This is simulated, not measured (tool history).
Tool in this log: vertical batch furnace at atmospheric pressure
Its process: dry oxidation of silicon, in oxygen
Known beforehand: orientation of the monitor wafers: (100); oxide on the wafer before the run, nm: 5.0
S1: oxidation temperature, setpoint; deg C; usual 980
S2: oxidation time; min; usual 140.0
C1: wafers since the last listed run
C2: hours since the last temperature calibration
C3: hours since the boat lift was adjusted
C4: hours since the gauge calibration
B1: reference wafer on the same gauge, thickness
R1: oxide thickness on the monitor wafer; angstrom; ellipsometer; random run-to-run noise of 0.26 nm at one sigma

run 1 day=0.000 | S1=980 S2=140.0 | C1=0 C2=2257.9 C3=5593.8 C4=819.7 | B1=81.60 | R1=723.9
-- day=0.204 gauge calibrated
run 2 day=6.771 | S1=980 S2=140.0 | C1=1996 C2=2420.4 C3=5756.3 C4=157.6 | B1=81.30 | R1=728.3
run 3 day=9.450 | S1=980 S2=140.0 | C1=790 C2=2484.7 C3=5820.6 C4=221.9 | B1=81.31 | R1=724.9
run 4 day=11.367 | S1=997 S2=159.0 | C1=565 C2=2530.7 C3=5866.6 C4=267.9 | B1=81.37 | R1=922.2
run 5 day=12.792 | S1=980 S2=140.0 | C1=420 C2=2564.9 C3=5900.8 C4=302.1 | B1=81.35 | R1=721.4
run 6 day=15.533 | S1=980 S2=140.0 | C1=808 C2=2630.7 C3=5966.6 C4=367.9 | B1=81.33 | R1=726.0
run 7 day=16.946 | S1=980 S2=140.0 | C1=416 C2=2664.6 C3=6000.5 C4=401.8 | B1=81.34 | R1=719.4
run 8 day=21.583 | S1=971 S2=140.0 | C1=1367 C2=2775.9 C3=6111.8 C4=513.1 | B1=81.33 | R1=673.4
run 9 day=22.925 | S1=971 S2=140.0 | C1=395 C2=2808.1 C3=6144.0 C4=545.3 | B1=81.42 | R1=673.3
run 10 day=24.683 | S1=980 S2=140.0 | C1=518 C2=2850.3 C3=6186.2 C4=587.5 | B1=81.28 | R1=723.9
run 11 day=27.162 | S1=980 S2=140.0 | C1=731 C2=2909.8 C3=6245.7 C4=647.0 | B1=81.46 | R1=725.8
-- day=28.992 thermocouples replaced and temperature profile calibrated
run 12 day=29.012 | S1=980 S2=140.0 | C1=250 C2=0.5 C3=6290.1 C4=691.4 | B1=81.41 | R1=689.4
run 13 day=29.308 | S1=980 S2=140.0 | C1=87 C2=7.6 C3=6297.2 C4=698.5 | B1=81.44 | R1=691.0
run 14 day=31.183 | S1=980 S2=174.0 | C1=552 C2=52.6 C3=6342.2 C4=743.5 | B1=81.46 | R1=799.9
run 15 day=33.067 | S1=980 S2=88.0 | C1=555 C2=97.8 C3=6387.4 C4=788.7 | B1=81.24 | R1=501.0
run 16 day=34.475 | S1=987 S2=171.0 | C1=415 C2=131.6 C3=6421.2 C4=822.5 | B1=81.25 | R1=842.6
-- day=36.704 boat lift adjusted
run 17 day=36.725 | S1=992 S2=99.0 | C1=368 C2=185.6 C3=0.5 C4=876.5 | B1=81.44 | R1=607.3
run 18 day=37.738 | S1=995 S2=140.0 | C1=298 C2=209.9 C3=24.8 C4=900.8 | B1=81.34 | R1=788.5
run 19 day=39.000 | S1=980 S2=140.0 | C1=372 C2=240.2 C3=55.1 C4=931.1 | B1=81.33 | R1=694.0
-- day=40.238 gauge calibrated
run 20 day=41.683 | S1=971 S2=140.0 | C1=791 C2=304.6 C3=119.5 C4=34.7 | B1=81.36 | R1=649.0
run 21 day=43.192 | S1=980 S2=140.0 | C1=444 C2=340.8 C3=155.7 C4=70.9 | B1=81.30 | R1=696.2
run 22 day=45.654 | S1=972 S2=73.5 | C1=726 C2=399.9 C3=214.8 C4=130.0 | B1=81.20 | R1=421.2
run 23 day=47.500 | S1=973 S2=140.0 | C1=544 C2=444.2 C3=259.1 C4=174.3 | B1=81.41 | R1=661.0
run 24 day=49.762 | S1=980 S2=189.0 | C1=667 C2=498.5 C3=313.4 C4=228.6 | B1=81.50 | R1=872.8
run 25 day=51.004 | S1=965 S2=94.0 | C1=366 C2=528.3 C3=343.2 C4=258.4 | B1=81.33 | R1=478.3
run 26 day=53.296 | S1=963 S2=197.5 | C1=675 C2=583.3 C3=398.2 C4=313.4 | B1=81.50 | R1=794.3
run 27 day=55.429 | S1=995 S2=112.0 | C1=629 C2=634.5 C3=449.4 C4=364.6 | B1=81.49 | R1=691.9
run 28 day=57.204 | S1=980 S2=108.0 | C1=523 C2=677.1 C3=492.0 C4=407.2 | B1=81.41 | R1=586.8

Predict each of these 3 candidate next runs independently; none follows another, all start after run 28:
run A day=57.504 | S1=988 S2=140.0 | C1=88 C2=684.3 C3=499.2 C4=414.4 | B1=? | R1=?
run B day=57.504 | S1=980 S2=105.0 | C1=88 C2=684.3 C3=499.2 C4=414.4 | B1=? | R1=?
run C day=57.504 | S1=966 S2=140.0 | C1=88 C2=684.3 C3=499.2 C4=414.4 | B1=? | R1=?

run=A B1=81.39 R1=752.3
run=B B1=81.39 R1=575.1
run=C B1=81.39 R1=631.7
With the hidden condition removed and each run's random variation left untouched, the same runs would have given:
run=A R1=734.7
run=B R1=563.0
run=C R1=619.6
